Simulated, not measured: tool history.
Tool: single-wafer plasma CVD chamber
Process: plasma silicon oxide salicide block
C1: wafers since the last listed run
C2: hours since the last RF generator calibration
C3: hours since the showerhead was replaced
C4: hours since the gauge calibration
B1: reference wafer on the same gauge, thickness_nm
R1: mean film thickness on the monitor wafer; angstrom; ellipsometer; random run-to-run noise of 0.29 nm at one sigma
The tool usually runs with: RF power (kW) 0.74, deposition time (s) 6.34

run 1 hour=0 | RF_power_(kW)=0.74 deposition_time_(s)=6.34 | C1=0 C2=1424.3 C3=8430.4 C4=485.6 | B1=52.582 | R1=632.34
run 2 hour=35.8 | RF_power_(kW)=0.74 deposition_time_(s)=5.9 | C1=1089 C2=1460.1 C3=8466.2 C4=521.4 | B1=52.426 | R1=587.33
run 3 hour=70.1 | RF_power_(kW)=0.74 deposition_time_(s)=6.34 | C1=1044 C2=1494.4 C3=8500.5 C4=555.7 | B1=52.48 | R1=635.03
run 4 hour=96.2 | RF_power_(kW)=0.74 deposition_time_(s)=6.34 | C1=794 C2=1520.5 C3=8526.6 C4=581.8 | B1=52.337 | R1=641.79
run 5 hour=129.9 | RF_power_(kW)=0.74 deposition_time_(s)=6.34 | C1=1025 C2=1554.2 C3=8560.3 C4=615.5 | B1=52.368 | R1=634.22
run 6 hour=145.5 | RF_power_(kW)=0.74 deposition_time_(s)=6.34 | C1=474 C2=1569.8 C3=8575.9 C4=631.1 | B1=52.449 | R1=635.28
run 7 hour=165.2 | RF_power_(kW)=0.74 deposition_time_(s)=6.34 | C1=599 C2=1589.5 C3=8595.6 C4=650.8 | B1=52.283 | R1=634.36
run 8 hour=190.1 | RF_power_(kW)=0.74 deposition_time_(s)=6.34 | C1=757 C2=1614.4 C3=8620.5 C4=675.7 | B1=52.38 | R1=634.48
run 9 hour=218.8 | RF_power_(kW)=0.74 deposition_time_(s)=6.34 | C1=873 C2=1643.1 C3=8649.2 C4=704.4 | B1=52.355 | R1=633.27
run 10 hour=231.8 | RF_power_(kW)=0.74 deposition_time_(s)=6.34 | C1=395 C2=1656.1 C3=8662.2 C4=717.4 | B1=52.304 | R1=628.06
run 11 hour=263.3 | RF_power_(kW)=0.74 deposition_time_(s)=6.34 | C1=958 C2=1687.6 C3=8693.7 C4=748.9 | B1=52.224 | R1=628.54
run 12 hour=276.6 | RF_power_(kW)=0.74 deposition_time_(s)=6.34 | C1=404 C2=1700.9 C3=8707 C4=762.2 | B1=52.224 | R1=631.79
-- hour=309.8 showerhead replaced
run 13 hour=311.4 | RF_power_(kW)=0.74 deposition_time_(s)=6.34 | C1=815 C2=1735.7 C3=1.6 C4=797 | B1=52.3 | R1=634.44
run 14 hour=330.1 | RF_power_(kW)=0.8 deposition_time_(s)=6.34 | C1=569 C2=1754.4 C3=20.3 C4=815.7 | B1=52.206 | R1=652.62
run 15 hour=348.2 | RF_power_(kW)=0.685 deposition_time_(s)=5.89 | C1=550 C2=1772.5 C3=38.4 C4=833.8 | B1=52.2 | R1=570.21
-- hour=380.6 RF generator calibrated
run 16 hour=384.1 | RF_power_(kW)=0.74 deposition_time_(s)=6.34 | C1=849 C2=3.5 C3=74.3 C4=869.7 | B1=52.343 | R1=632.21
run 17 hour=417.7 | RF_power_(kW)=0.74 deposition_time_(s)=6.34 | C1=1022 C2=37.1 C3=107.9 C4=903.3 | B1=52.088 | R1=634.48
run 18 hour=429.9 | RF_power_(kW)=0.635 deposition_time_(s)=6.34 | C1=371 C2=49.3 C3=120.1 C4=915.5 | B1=52.293 | R1=590.56
run 19 hour=463.3 | RF_power_(kW)=0.635 deposition_time_(s)=6.34 | C1=1016 C2=82.7 C3=153.5 C4=948.9 | B1=52.274 | R1=589.3
run 20 hour=491.7 | RF_power_(kW)=0.87 deposition_time_(s)=6.8 | C1=864 C2=111.1 C3=181.9 C4=977.3 | B1=52.215 | R1=720.76
-- hour=506.1 gauge calibrated
run 21 hour=506.8 | RF_power_(kW)=0.635 deposition_time_(s)=5.89 | C1=459 C2=126.2 C3=197 C4=0.7 | B1=53.65 | R1=568.78
run 22 hour=540.1 | RF_power_(kW)=0.74 deposition_time_(s)=7.23 | C1=1013 C2=159.5 C3=230.3 C4=34 | B1=53.56 | R1=737.55
run 23 hour=563 | RF_power_(kW)=0.66 deposition_time_(s)=6.34 | C1=697 C2=182.4 C3=253.2 C4=56.9 | B1=53.463 | R1=615.17
run 24 hour=591.1 | RF_power_(kW)=0.74 deposition_time_(s)=6.34 | C1=855 C2=210.5 C3=281.3 C4=85 | B1=53.365 | R1=647.02
run 25 hour=624.2 | RF_power_(kW)=0.74 deposition_time_(s)=5.63 | C1=1007 C2=243.6 C3=314.4 C4=118.1 | B1=53.177 | R1=573.39
run 26 hour=659.5 | RF_power_(kW)=0.65 deposition_time_(s)=7.23 | C1=1074 C2=278.9 C3=349.7 C4=153.4 | B1=53.15 | R1=693.55
run 27 hour=687.6 | RF_power_(kW)=0.65 deposition_time_(s)=7.35 | C1=855 C2=307 C3=377.8 C4=181.5 | B1=53.097 | R1=707
run 28 hour=714.5 | RF_power_(kW)=0.68 deposition_time_(s)=5.45 | C1=818 C2=333.9 C3=404.7 C4=208.4 | B1=52.987 | R1=533.12
run 29 hour=791.8 | RF_power_(kW)=0.74 deposition_time_(s)=6.34 | C1=2352 C2=411.2 C3=482 C4=285.7 | B1=52.83 | R1=646.72
run 30 hour=806 | RF_power_(kW)=0.69 deposition_time_(s)=6.34 | C1=432 C2=425.4 C3=496.2 C4=299.9 | B1=52.859 | R1=619.73
run 31 hour=837 | RF_power_(kW)=0.74 deposition_time_(s)=6.34 | C1=943 C2=456.4 C3=527.2 C4=330.9 | B1=52.654 | R1=634
run 32 hour=861.2 | RF_power_(kW)=0.74 deposition_time_(s)=6.98 | C1=736 C2=480.6 C3=551.4 C4=355.1 | B1=52.651 | R1=699.96
run 33 hour=878.8 | RF_power_(kW)=0.68 deposition_time_(s)=6.01 | C1=535 C2=498.2 C3=569 C4=372.7 | B1=52.637 | R1=583.08
run 34 hour=902.2 | RF_power_(kW)=0.84 deposition_time_(s)=7.17 | C1=712 C2=521.6 C3=592.4 C4=396.1 | B1=52.659 | R1=756.8
run 35 hour=920 | RF_power_(kW)=0.835 deposition_time_(s)=6.34 | C1=541 C2=539.4 C3=610.2 C4=413.9 | B1=52.622 | R1=669.47
run 36 hour=947.4 | RF_power_(kW)=0.74 deposition_time_(s)=7.17 | C1=834 C2=566.8 C3=637.6 C4=441.3 | B1=52.561 | R1=719.09
run 37 hour=974.6 | RF_power_(kW)=0.74 deposition_time_(s)=6.34 | C1=827 C2=594 C3=664.8 C4=468.5 | B1=52.438 | R1=635.4
run 38 hour=997.2 | RF_power_(kW)=0.74 deposition_time_(s)=7.41 | C1=687 C2=616.6 C3=687.4 C4=491.1 | B1=52.476 | R1=739.28

Branching from run 38: 5 alternative next runs. What would each branch give?
run A hour=997.6 | RF_power_(kW)=0.74 deposition_time_(s)=6.34 | C1=12 C2=617 C3=687.8 C4=491.5 | B1=? | R1=?
run B hour=997.6 | RF_power_(kW)=0.655 deposition_time_(s)=6.34 | C1=12 C2=617 C3=687.8 C4=491.5 | B1=? | R1=?
run C hour=997.6 | RF_power_(kW)=0.595 deposition_time_(s)=7.29 | C1=12 C2=617 C3=687.8 C4=491.5 | B1=? | R1=?
run D hour=997.6 | RF_power_(kW)=0.74 deposition_time_(s)=7.6 | C1=12 C2=617 C3=687.8 C4=491.5 | B1=? | R1=?
run E hour=997.6 | RF_power_(kW)=0.785 deposition_time_(s)=6.34 | C1=12 C2=617 C3=687.8 C4=491.5 | B1=? | R1=?

run=A B1=52.463 R1=641.92
run=B B1=52.463 R1=608.76
run=C B1=52.463 R1=669.82
run=D B1=52.463 R1=769.5
run=E B1=52.463 R1=657.97
With the hidden condition removed and each run's random variation left untouched, the same runs would have given:
run=A R1=654.24
run=B R1=620.44
run=C R1=682.68
run=D R1=784.27
run=E R1=670.6
